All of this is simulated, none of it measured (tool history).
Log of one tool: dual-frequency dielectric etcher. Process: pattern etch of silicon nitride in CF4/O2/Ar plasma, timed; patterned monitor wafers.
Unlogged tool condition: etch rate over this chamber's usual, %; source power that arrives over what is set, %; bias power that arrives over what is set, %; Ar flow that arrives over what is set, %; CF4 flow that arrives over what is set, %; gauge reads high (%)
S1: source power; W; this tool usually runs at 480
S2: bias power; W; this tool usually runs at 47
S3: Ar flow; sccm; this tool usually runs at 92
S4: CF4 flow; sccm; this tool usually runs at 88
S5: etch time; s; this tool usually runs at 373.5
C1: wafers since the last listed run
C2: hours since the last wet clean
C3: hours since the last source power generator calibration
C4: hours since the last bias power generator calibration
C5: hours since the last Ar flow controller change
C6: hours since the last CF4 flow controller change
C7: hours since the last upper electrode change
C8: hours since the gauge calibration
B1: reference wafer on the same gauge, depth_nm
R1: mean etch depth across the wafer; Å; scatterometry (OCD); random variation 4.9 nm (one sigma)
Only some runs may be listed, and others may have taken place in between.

run,hour,S1,S2,S3,S4,S5,C1,C2,C3,C4,C5,C6,C7,C8,B1,R1
1,0.0,480,55,92,88,373.5,0,151.8,2340.8,4655.9,3852.7,5545.1,6164.7,427.2,592.6,7360
# hour 8.1: gauge calibrated
2,92.9,480,47,92,88,373.5,509,244.7,2433.7,4748.8,3945.6,5638.0,6257.6,84.8,594.4,6813
# hour 105.2: source power generator calibrated
3,107.4,480,47,92,88,373.5,57,259.2,2.2,4763.3,3960.1,5652.5,6272.1,99.3,593.1,6810
4,132.9,480,47,92,88,373.5,139,284.7,27.7,4788.8,3985.6,5678.0,6297.6,124.8,593.1,6764
5,160.5,480,47,92,88,373.5,151,312.3,55.3,4816.4,4013.2,5705.6,6325.2,152.4,593.6,6799
6,187.2,480,47,92,88,373.5,146,339.0,82.0,4843.1,4039.9,5732.3,6351.9,179.1,592.6,6784
# hour 243.8: upper electrode replaced
# hour 246.0: Ar flow controller replaced
7,246.5,480,47,92,88,373.5,181,398.3,141.3,4902.4,0.5,5791.6,2.7,238.4,593.2,6787
8,246.9,550,47,92,88,373.5,2,398.7,141.7,4902.8,0.9,5792.0,3.1,238.8,592.4,7481
9,248.1,480,47,92,75,373.5,6,399.9,142.9,4904.0,2.1,5793.2,4.3,240.0,591.6,6665
# hour 286.1: wet clean of the chamber
10,286.6,450,41,92,99,422.5,79,0.5,181.4,4942.5,40.6,5831.7,42.8,278.5,592.6,7196
# hour 293.1: bias power generator calibrated
11,294.5,420,47,92,82,373.5,21,8.4,189.3,1.4,48.5,5839.6,50.7,286.4,592.6,6239
12,312.6,480,47,107,74,373.5,99,26.5,207.4,19.5,66.6,5857.7,68.8,304.5,594.4,6738
13,344.3,530,47,73,88,373.5,173,58.2,239.1,51.2,98.3,5889.4,100.5,336.2,594.3,8061
# hour 357.7: CF4 flow controller replaced
14,358.0,410,47,83,88,373.5,42,71.9,252.8,64.9,112.0,0.3,114.2,349.9,592.6,6171
# hour 418.5: gauge calibrated
15,439.4,480,47,92,88,373.5,446,153.3,334.2,146.3,193.4,81.7,195.6,20.9,594.8,6897
16,463.7,480,47,73,101,373.5,133,177.6,358.5,170.6,217.7,106.0,219.9,45.2,593.9,7352
17,475.8,400,56,92,81,373.5,66,189.7,370.6,182.7,229.8,118.1,232.0,57.3,591.8,6201
18,497.6,480,47,84,88,311.5,119,211.5,392.4,204.5,251.6,139.9,253.8,79.1,592.7,5826
19,537.5,540,43,71,104,373.5,218,251.4,432.3,244.4,291.5,179.8,293.7,119.0,591.9,7939
20,562.9,480,47,92,88,373.5,139,276.8,457.7,269.8,316.9,205.2,319.1,144.4,592.0,6886

What if the next run were any one of these 5? Each begins from the tool's condition after run 20:
A,563.4,480,47,110,88,373.5,2,277.3,458.2,270.3,317.4,205.7,319.6,144.9,?,?
B,563.4,480,43,92,88,373.5,2,277.3,458.2,270.3,317.4,205.7,319.6,144.9,?,?
C,563.4,420,47,80,88,373.5,2,277.3,458.2,270.3,317.4,205.7,319.6,144.9,?,?
D,563.4,380,47,92,88,373.5,2,277.3,458.2,270.3,317.4,205.7,319.6,144.9,?,?
E,563.4,540,56,92,88,373.5,2,277.3,458.2,270.3,317.4,205.7,319.6,144.9,?,?

run,B1,R1
A,592.8,6633
B,592.8,6625
C,592.8,6206
D,592.8,5512
E,592.8,8178
Without the tool's hidden state the same runs would have given:
run,R1
A,6840
B,6831
C,6399
D,5684
E,8434
